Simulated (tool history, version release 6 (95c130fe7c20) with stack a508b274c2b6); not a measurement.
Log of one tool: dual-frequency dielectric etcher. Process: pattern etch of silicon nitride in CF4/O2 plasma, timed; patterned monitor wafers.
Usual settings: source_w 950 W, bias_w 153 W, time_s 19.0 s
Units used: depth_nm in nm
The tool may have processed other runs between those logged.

run   hour  source_w  bias_w  time_s  wafers since the last listed run  hours since the last wet clean  hours since the last source power generator calibration  hours since the last bias power generator calibration  hours since the last upper electrode change  hours since the gauge calibration  read-back reference wafer on the same gauge, depth_nm  depth_nm
  1    0.0       950     153    19.0                                 0                            27.4                                                   2378.7                                                 3179.8                                       2542.4                              142.8                                                   68.1      65.8
  2   23.8       950     162    19.0                               451                            51.2                                                   2402.5                                                 3203.6                                       2566.2                              166.6                                                   68.1      67.8
  3   42.5       950     162    19.0                               354                            69.9                                                   2421.2                                                 3222.3                                       2584.9                              185.3                                                   68.1      67.7
  4   71.2       950     153    19.0                               544                            98.6                                                   2449.9                                                 3251.0                                       2613.6                              214.0                                                   68.1      66.1
  5   92.5       950     153    19.0                               404                           119.9                                                   2471.2                                                 3272.3                                       2634.9                              235.3                                                   68.1      66.1
  6  113.2      1070     153    19.0                               392                           140.6                                                   2491.9                                                 3293.0                                       2655.6                              256.0                                                   68.1      70.6
  7  135.6      1070     153    19.0                               425                           163.0                                                   2514.3                                                 3315.4                                       2678.0                              278.4                                                   68.1      70.5
  8  189.3      1070     153    19.0                              1019                           216.7                                                   2568.0                                                 3369.1                                       2731.7                              332.1                                                   68.1      70.7
  9  205.0       950     153    17.5                               297                           232.4                                                   2583.7                                                 3384.8                                       2747.4                              347.8                                                   68.1      61.0
 10  226.1       950     153    19.0                               400                           253.5                                                   2604.8                                                 3405.9                                       2768.5                              368.9                                                   68.1      66.1
 11  245.5       950     153    19.0                               368                           272.9                                                   2624.2                                                 3425.3                                       2787.9                              388.3                                                   68.1      66.2
 12  259.0       950     153    19.0                               256                           286.4                                                   2637.7                                                 3438.8                                       2801.4                              401.8                                                   68.1      66.4
 13  283.7       950     153    19.0                               468                           311.1                                                   2662.4                                                 3463.5                                       2826.1                              426.5                                                   68.1      66.5
 14  299.3       950     153    19.0                               296                           326.7                                                   2678.0                                                 3479.1                                       2841.7                              442.1                                                   68.1      66.5
     338.1  -- bias power generator calibrated
     346.2  -- upper electrode replaced
 15  346.7       950     173    16.5                               669                           374.1                                                   2725.4                                                    8.6                                          0.5                              489.5                                                   68.1      60.8
 16  359.2       950     153    19.0                               237                           386.6                                                   2737.9                                                   21.1                                         13.0                              502.0                                                   68.1      66.4
     364.0  -- source power generator calibrated
 17  381.4       850     129    24.0                               345                           408.8                                                     17.4                                                   43.3                                         35.2                              524.2                                                   68.1      71.6
 18  465.3      1040     168    15.0                              1592                           492.7                                                    101.3                                                  127.2                                        119.1                              608.1                                                   68.1      56.1
     505.2  -- wet clean of the chamber
 19  530.5       740     153    24.0                               782                            25.3                                                    166.5                                                  192.4                                        184.3                              673.3                                                   68.1      71.5
 20  561.4       950     168    14.0                               586                            56.2                                                    197.4                                                  223.3                                        215.2                              704.2                                                   68.1      49.6
     568.7  -- gauge calibrated
 21  586.3       950     121    15.0                               472                            81.1                                                    222.3                                                  248.2                                        240.1                               17.6                                                   68.1      46.1
 22  609.0       950     153    19.0                               430                           103.8                                                    245.0                                                  270.9                                        262.8                               40.3                                                   68.1      64.7
 23  626.9       950     122    23.5                               339                           121.7                                                    262.9                                                  288.8                                        280.7                               58.2                                                   68.1      72.5
 24  643.9      1010     153    15.0                               322                           138.7                                                    279.9                                                  305.8                                        297.7                               75.2                                                   68.1      52.9
 25  676.8       810     167    19.0                               624                           171.6                                                    312.8                                                  338.7                                        330.6                              108.1                                                   68.1      62.1
 26  689.6      1150     123    19.0                               242                           184.4                                                    325.6                                                  351.5                                        343.4                              120.9                                                   68.1      65.8
 27  724.6       880     186    24.0                               664                           219.4                                                    360.6                                                  386.5                                        378.4                              155.9                                                   68.1      85.7

5 options for the next run, each taken on its own from the tool as it stands now. Forecast them:
  A  725.0       950     153    19.0                                 7                           219.8                                                    361.0                                                  386.9                                        378.8                              156.3                                                      ?         ?
  B  725.0       950     126    19.0                                 7                           219.8                                                    361.0                                                  386.9                                        378.8                              156.3                                                      ?         ?
  C  725.0       830     153    20.5                                 7                           219.8                                                    361.0                                                  386.9                                        378.8                              156.3                                                      ?         ?
  D  725.0      1070     153    17.0                                 7                           219.8                                                    361.0                                                  386.9                                        378.8                              156.3                                                      ?         ?
  E  725.0      1030     179    17.0                                 7                           219.8                                                    361.0                                                  386.9                                        378.8                              156.3                                                      ?         ?

run  read-back reference wafer on the same gauge, depth_nm  depth_nm
  A                                                   68.1      65.0
  B                                                   68.1      59.8
  C                                                   68.1      65.3
  D                                                   68.1      62.0
  E                                                   68.1      65.0
Stripped of hidden state, with their random variation kept, the same runs would have yielded:
run  depth_nm
  A      64.2
  B      59.0
  C      64.6
  D      61.3
  E      64.2
